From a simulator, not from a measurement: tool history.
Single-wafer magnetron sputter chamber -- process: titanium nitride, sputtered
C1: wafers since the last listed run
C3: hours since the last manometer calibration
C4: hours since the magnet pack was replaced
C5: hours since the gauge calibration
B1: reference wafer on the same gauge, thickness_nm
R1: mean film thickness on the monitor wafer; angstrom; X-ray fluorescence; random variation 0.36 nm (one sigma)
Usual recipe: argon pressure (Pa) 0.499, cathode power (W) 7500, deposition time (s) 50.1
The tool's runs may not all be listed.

Run 1, day 0: usual settings; C1 0; wafers on the sputter target 4418; C3 1593.1; C4 5275; C5 20.7; B1 51.858. Result: R1 643.31 angstrom.
Run 2, day 0.654: usual settings; C1 240; wafers on the sputter target 4659; C3 1608.8; C4 5290.7; C5 36.4; B1 51.79. Result: R1 641.97 angstrom.
Run 3, day 1.133: usual settings; C1 176; wafers on the sputter target 4835; C3 1620.3; C4 5302.2; C5 47.9; B1 51.911. Result: R1 644.59 angstrom.
Run 4, day 1.458: usual settings but deposition time (s) 57.5; C1 119; wafers on the sputter target 4954; C3 1628.1; C4 5310; C5 55.7; B1 51.755. Result: R1 732.36 angstrom.
Run 5, day 1.967: usual settings; C1 186; wafers on the sputter target 5141; C3 1640.3; C4 5322.2; C5 67.9; B1 51.824. Result: R1 636.73 angstrom.
Run 6, day 2.525: usual settings; C1 205; wafers on the sputter target 5347; C3 1653.7; C4 5335.6; C5 81.3; B1 51.815. Result: R1 643.41 angstrom.
At day 3.262: magnet pack replaced.
At day 3.658: capacitance manometer re-zeroed and calibrated.
Run 7, day 3.812: usual settings but deposition time (s) 43.1; C1 228; wafers on the sputter target 5575; C3 3.7; C4 13.2; C5 112.2; B1 51.674. Result: R1 548.53 angstrom.
Run 8, day 4.342: usual settings; C1 194; wafers on the sputter target 5770; C3 16.4; C4 25.9; C5 124.9; B1 51.842. Result: R1 647.47 angstrom.
At day 4.367: gauge calibrated.
Run 9, day 4.988: usual settings; C1 237; wafers on the sputter target 6007; C3 31.9; C4 41.4; C5 14.9; B1 51.859. Result: R1 643.74 angstrom.
At day 6.554: sputter target and shields replaced.
Run 10, day 6.712: usual settings but argon pressure (Pa) 0.577, deposition time (s) 54.3; C1 511; wafers on the sputter target 58; C3 73.3; C4 82.8; C5 56.3; B1 51.878. Result: R1 663.95 angstrom.
Run 11, day 7: usual settings but argon pressure (Pa) 0.383, cathode power (W) 6000, deposition time (s) 53.5; C1 105; wafers on the sputter target 164; C3 80.2; C4 89.7; C5 63.2; B1 51.837. Result: R1 589.29 angstrom.
Run 12, day 7.467: usual settings but cathode power (W) 8350; C1 171; wafers on the sputter target 335; C3 91.4; C4 100.9; C5 74.4; B1 51.757. Result: R1 716.79 angstrom.
Run 13, day 8.021: usual settings but argon pressure (Pa) 0.597, cathode power (W) 6350; C1 203; wafers on the sputter target 539; C3 104.7; C4 114.2; C5 87.7; B1 51.894. Result: R1 506.2 angstrom.
Run 14, day 8.683: usual settings but deposition time (s) 46.6; C1 243; wafers on the sputter target 783; C3 120.6; C4 130.1; C5 103.6; B1 51.711. Result: R1 592.3 angstrom.
Run 15, day 9: usual settings but deposition time (s) 54.1; C1 116; wafers on the sputter target 899; C3 128.2; C4 137.7; C5 111.2; B1 51.78. Result: R1 694.64 angstrom.

Consider 5 possible next runs. They are alternatives, not a sequence: every one starts from the tool as it was left by run 15. What does each give?
Run A, day 9.017: usual settings; C1 6; wafers on the sputter target 905; C3 128.6; C4 138.1; C5 111.6; B1 ?. Result: R1 ?.
Run B, day 9.017: usual settings but argon pressure (Pa) 0.652, cathode power (W) 8800, deposition time (s) 46.8; C1 6; wafers on the sputter target 905; C3 128.6; C4 138.1; C5 111.6; B1 ?. Result: R1 ?.
Run C, day 9.017: usual settings but argon pressure (Pa) 0.347, deposition time (s) 59.4; C1 6; wafers on the sputter target 905; C3 128.6; C4 138.1; C5 111.6; B1 ?. Result: R1 ?.
Run D, day 9.017: usual settings but argon pressure (Pa) 0.626, cathode power (W) 8850, deposition time (s) 43.1; C1 6; wafers on the sputter target 905; C3 128.6; C4 138.1; C5 111.6; B1 ?. Result: R1 ?.
Run E, day 9.017: usual settings but argon pressure (Pa) 0.617, cathode power (W) 9200, deposition time (s) 45.4; C1 6; wafers on the sputter target 905; C3 128.6; C4 138.1; C5 111.6; B1 ?. Result: R1 ?.

run      B1      R1
  A  51.712  639.76
  B  51.712  639.22
  C  51.712  834.32
  D  51.712  601.27
  E  51.712  661.96
The same runs, with their run-to-run variation unchanged, on a tool lacking any hidden condition would have given:
run      R1
  A  639.76
  B  639.22
  C  834.32
  D  601.27
  E  661.96
